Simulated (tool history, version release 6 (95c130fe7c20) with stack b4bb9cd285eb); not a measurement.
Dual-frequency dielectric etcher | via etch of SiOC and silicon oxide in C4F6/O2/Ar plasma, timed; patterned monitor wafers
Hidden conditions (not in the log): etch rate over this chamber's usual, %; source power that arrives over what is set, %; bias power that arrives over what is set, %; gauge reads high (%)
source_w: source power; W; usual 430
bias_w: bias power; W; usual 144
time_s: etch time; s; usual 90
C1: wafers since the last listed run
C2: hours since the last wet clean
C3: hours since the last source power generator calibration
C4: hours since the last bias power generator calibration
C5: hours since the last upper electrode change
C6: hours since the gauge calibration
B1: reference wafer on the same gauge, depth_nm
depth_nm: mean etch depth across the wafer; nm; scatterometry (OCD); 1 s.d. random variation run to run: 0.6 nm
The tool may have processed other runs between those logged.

run 1 hour=0.0 | source_w=430 bias_w=144 time_s=90 | C1=0 C2=439.4 C3=1409.1 C4=1535.1 C5=5461.9 C6=348.1 | B1=99.7 | depth_nm=91.6
run 2 hour=43.5 | source_w=430 bias_w=116 time_s=90 | C1=299 C2=482.9 C3=1452.6 C4=1578.6 C5=5505.4 C6=391.6 | B1=100.3 | depth_nm=87.4
run 3 hour=103.5 | source_w=430 bias_w=144 time_s=90 | C1=412 C2=542.9 C3=1512.6 C4=1638.6 C5=5565.4 C6=451.6 | B1=100.0 | depth_nm=90.6
-- hour=150.9 wet clean of the chamber
run 4 hour=174.6 | source_w=430 bias_w=144 time_s=90 | C1=323 C2=23.7 C3=1583.7 C4=1709.7 C5=5636.5 C6=522.7 | B1=100.1 | depth_nm=95.5
run 5 hour=201.5 | source_w=430 bias_w=144 time_s=90 | C1=184 C2=50.6 C3=1610.6 C4=1736.6 C5=5663.4 C6=549.6 | B1=100.0 | depth_nm=95.2
run 6 hour=257.2 | source_w=430 bias_w=144 time_s=90 | C1=383 C2=106.3 C3=1666.3 C4=1792.3 C5=5719.1 C6=605.3 | B1=99.9 | depth_nm=94.0
run 7 hour=305.8 | source_w=430 bias_w=144 time_s=90 | C1=334 C2=154.9 C3=1714.9 C4=1840.9 C5=5767.7 C6=653.9 | B1=99.8 | depth_nm=93.2
-- hour=339.2 source power generator calibrated
run 8 hour=362.9 | source_w=430 bias_w=144 time_s=90 | C1=365 C2=212.0 C3=23.7 C4=1898.0 C5=5824.8 C6=711.0 | B1=100.1 | depth_nm=93.4
run 9 hour=413.7 | source_w=430 bias_w=144 time_s=90 | C1=349 C2=262.8 C3=74.5 C4=1948.8 C5=5875.6 C6=761.8 | B1=100.1 | depth_nm=93.2
run 10 hour=472.3 | source_w=430 bias_w=144 time_s=90 | C1=402 C2=321.4 C3=133.1 C4=2007.4 C5=5934.2 C6=820.4 | B1=100.1 | depth_nm=92.4
-- hour=516.9 bias power generator calibrated
run 11 hour=530.5 | source_w=430 bias_w=144 time_s=90 | C1=372 C2=379.6 C3=191.3 C4=13.6 C5=5992.4 C6=878.6 | B1=99.9 | depth_nm=91.7
-- hour=558.7 gauge calibrated
-- hour=565.3 upper electrode replaced
run 12 hour=565.8 | source_w=510 bias_w=144 time_s=90 | C1=77 C2=414.9 C3=226.6 C4=48.9 C5=0.5 C6=7.1 | B1=100.0 | depth_nm=96.8
run 13 hour=621.0 | source_w=350 bias_w=156 time_s=64 | C1=379 C2=470.1 C3=281.8 C4=104.1 C5=55.7 C6=62.3 | B1=100.1 | depth_nm=62.9
run 14 hour=663.6 | source_w=500 bias_w=116 time_s=90 | C1=292 C2=512.7 C3=324.4 C4=146.7 C5=98.3 C6=104.9 | B1=100.0 | depth_nm=92.1
-- hour=691.0 wet clean of the chamber
run 15 hour=707.9 | source_w=520 bias_w=171 time_s=90 | C1=139 C2=16.9 C3=368.7 C4=191.0 C5=142.6 C6=149.2 | B1=100.2 | depth_nm=105.1

Run 16 is up next; what results do you expect?
run 16 hour=777.1 | source_w=430 bias_w=121 time_s=68 | C1=475 C2=86.1 C3=437.9 C4=260.2 C5=211.8 C6=218.4 | B1=? | depth_nm=?

Run 16 yielded B1 100.0, depth_nm 70.1 nm.
If the tool had no hidden condition, the same run with the same run-to-run variation would have returned depth_nm 70.4 nm.
